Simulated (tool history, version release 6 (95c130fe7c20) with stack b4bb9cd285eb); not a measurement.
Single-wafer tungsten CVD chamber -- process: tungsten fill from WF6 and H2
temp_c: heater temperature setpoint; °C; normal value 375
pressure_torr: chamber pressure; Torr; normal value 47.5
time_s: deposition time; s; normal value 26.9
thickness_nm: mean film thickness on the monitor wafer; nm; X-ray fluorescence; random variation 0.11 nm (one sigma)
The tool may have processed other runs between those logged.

run,hour,temp_c,pressure_torr,time_s,wafers since the last listed run,hours since the last thermocouple change,hours since the last manometer calibration,hours since the showerhead was replaced,hours since the gauge calibration,"read-back reference wafer on the same gauge, thickness_nm",thickness_nm
1,0.0,375,47.5,26.9,0,2610.1,1604.2,7210.4,270.9,52.298,63.776
2,14.7,375,47.5,31.1,362,2624.8,1618.9,7225.1,285.6,52.295,73.833
3,35.6,375,47.5,26.9,514,2645.7,1639.8,7246.0,306.5,52.292,63.684
4,133.8,375,47.5,26.9,2418,2743.9,1738.0,7344.2,404.7,52.296,63.829
5,163.6,375,47.5,28.8,733,2773.7,1767.8,7374.0,434.5,52.299,68.540
6,188.2,375,47.5,26.9,605,2798.3,1792.4,7398.6,459.1,52.292,64.117
7,213.4,375,47.5,26.9,620,2823.5,1817.6,7423.8,484.3,52.283,64.233
# hour 250.4: showerhead replaced
8,250.9,375,47.5,26.9,726,2861.0,1855.1,0.5,521.8,52.305,64.360
9,261.2,375,40.8,31.7,253,2871.3,1865.4,10.8,532.1,52.258,70.535
# hour 299.4: capacitance manometer re-zeroed and calibrated
# hour 321.0: gauge calibrated
10,328.0,388,47.5,29.8,1448,2938.1,28.6,77.6,7.0,52.296,86.155
11,362.1,375,47.5,26.9,839,2972.2,62.7,111.7,41.1,52.293,62.644
# hour 390.3: thermocouple changed; heater temperature recalibrated
12,396.3,366,47.5,26.9,645,6.0,96.9,145.9,75.3,52.288,47.544
13,419.3,387,54.0,24.7,566,29.0,119.9,168.9,98.3,52.308,68.205
14,453.9,385,40.1,28.7,852,63.6,154.5,203.5,132.9,52.311,66.360
15,487.6,375,47.5,26.9,829,97.3,188.2,237.2,166.6,52.286,56.800
16,499.8,389,55.4,31.3,300,109.5,200.4,249.4,178.8,52.258,91.168

Some steps in thickness_nm between neighbouring runs. How much of each would the tool show without its hidden state too (settings, what came in, random variation), and how much is left for the hidden state, with any gauge scatter that isn't in both results?
Unlogged tool condition in this case: wafer temperature above the value expected at the setpoint (K); true pressure above the setpoint (%); gauge reads high (%).
Run 11 -> 12: temp_c 375 -> 366, thermocouple changed; heater temperature recalibrated. thickness_nm -15.100 nm: hidden state -6.378, all else -8.722.
Run 15 -> 16: temp_c 375 -> 389, pressure_torr 47.5 -> 55.4, time_s 26.9 -> 31.3. thickness_nm +34.368 nm: hidden state +0.732, all else +33.636.
